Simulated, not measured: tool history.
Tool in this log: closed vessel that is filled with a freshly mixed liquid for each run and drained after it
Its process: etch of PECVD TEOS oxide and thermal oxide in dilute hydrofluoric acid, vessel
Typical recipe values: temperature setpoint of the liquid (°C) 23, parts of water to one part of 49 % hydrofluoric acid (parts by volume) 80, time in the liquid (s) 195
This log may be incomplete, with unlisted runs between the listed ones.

run	day	temperature setpoint of the liquid (°C)	parts of water to one part of 49 % hydrofluoric acid (parts by volume)	time in the liquid (s)	wafers since the last listed run	hours since the thermometer was replaced	hours since the hydrofluoric acid flow meter was replaced	hours since the gauge calibration	read-back film thickness of the PECVD TEOS oxide reference wafer, read on the same gauge (nm)	read-back film thickness of the thermal oxide reference wafer, read on the same gauge (nm)	thickness taken off the PECVD TEOS oxide on a monitor wafer (nm)	thickness taken off the thermal oxide on a monitor wafer (nm)
1	0	23	65	195	0	313.8	872.3	124.2	150	70	43.01	17.45
2	0.504	23	65	195	1056	325.9	884.4	136.3	149.98	69.98	43.85	17.61
3	0.996	24.5	80	195	1030	337.7	896.2	148.1	150.01	70.02	37.14	14.91
4	1.267	20	80	195	567	344.2	902.7	154.6	149.99	70.01	30.77	12.51
5	1.667	20	80	195	838	353.8	912.3	164.2	150	70.03	30.83	12.52
6	2.358	23	80	195	1450	370.4	928.9	180.8	150.02	70.01	35.19	14.12
7	3.004	26	80	250	1353	385.9	944.4	196.3	150.01	70.02	51.16	20.57
8	3.508	26	80	250	1056	398	956.5	208.4	150	69.99	50.82	20.68
9	3.762	26	80	250	532	404.1	962.6	214.5	149.99	69.99	51.1	20.83
10	4.179	23	80	195	873	414.1	972.6	224.5	149.99	69.98	35.11	14.39
# day 4.329: hydrofluoric acid flow meter replaced
11	4.838	23	80	195	1292	429.9	12.2	240.3	150	69.99	32.07	12.76
12	5.392	19.5	80	195	1161	443.2	25.5	253.6	149.99	69.99	27.81	11.13
13	6.021	21.5	115	290	1318	458.3	40.6	268.7	149.99	69.97	29.92	12.03
14	6.312	23	70	280	611	465.3	47.6	275.7	149.99	69.97	52.93	21.48
# day 6.358: thermometer replaced
15	6.908	25.5	70	290	1161	13.2	61.9	290	150.01	70.04	57.7	23.19
16	7.271	23	115	145	759	21.9	70.6	298.7	150.01	69.98	15.13	6.1
17	7.617	23	55	125	725	30.2	78.9	307	149.98	70	29.35	11.83
18	8.221	27.5	105	305	1266	44.7	93.4	321.5	149.98	70.03	42.35	17.02
# day 8.346: gauge calibrated
19	8.779	23	80	195	1170	58.1	106.8	10.4	150.02	70.02	30.7	12.42
20	9.192	25.5	80	195	864	68	116.7	20.3	150.02	70.06	34.25	13.72
21	9.667	26	50	195	995	79.4	128.1	31.7	149.99	70.04	57.94	23.5
22	10.104	18.5	50	105	917	89.9	138.6	42.2	150	70	22.95	9.22
23	10.421	23	80	195	663	97.5	146.2	49.8	149.99	69.99	31.01	12.55
24	10.862	20	55	85	925	108.1	156.8	60.4	149.99	70.02	17.92	7.28

The next listed run, before its measurement:
25	11.292	20	80	195	899	118.4	167.1	70.7	?	?	?	?

read-back film thickness of the PECVD TEOS oxide reference wafer, read on the same gauge (nm): 150
read-back film thickness of the thermal oxide reference wafer, read on the same gauge (nm): 70.02
thickness taken off the PECVD TEOS oxide on a monitor wafer (nm): 27.83
thickness taken off the thermal oxide on a monitor wafer (nm): 11.19
Were there no unlogged condition in the tool, this run, its random variation unchanged, would have produced thickness taken off the PECVD TEOS oxide on a monitor wafer (nm) 26.34, thickness taken off the thermal oxide on a monitor wafer (nm) 10.59.

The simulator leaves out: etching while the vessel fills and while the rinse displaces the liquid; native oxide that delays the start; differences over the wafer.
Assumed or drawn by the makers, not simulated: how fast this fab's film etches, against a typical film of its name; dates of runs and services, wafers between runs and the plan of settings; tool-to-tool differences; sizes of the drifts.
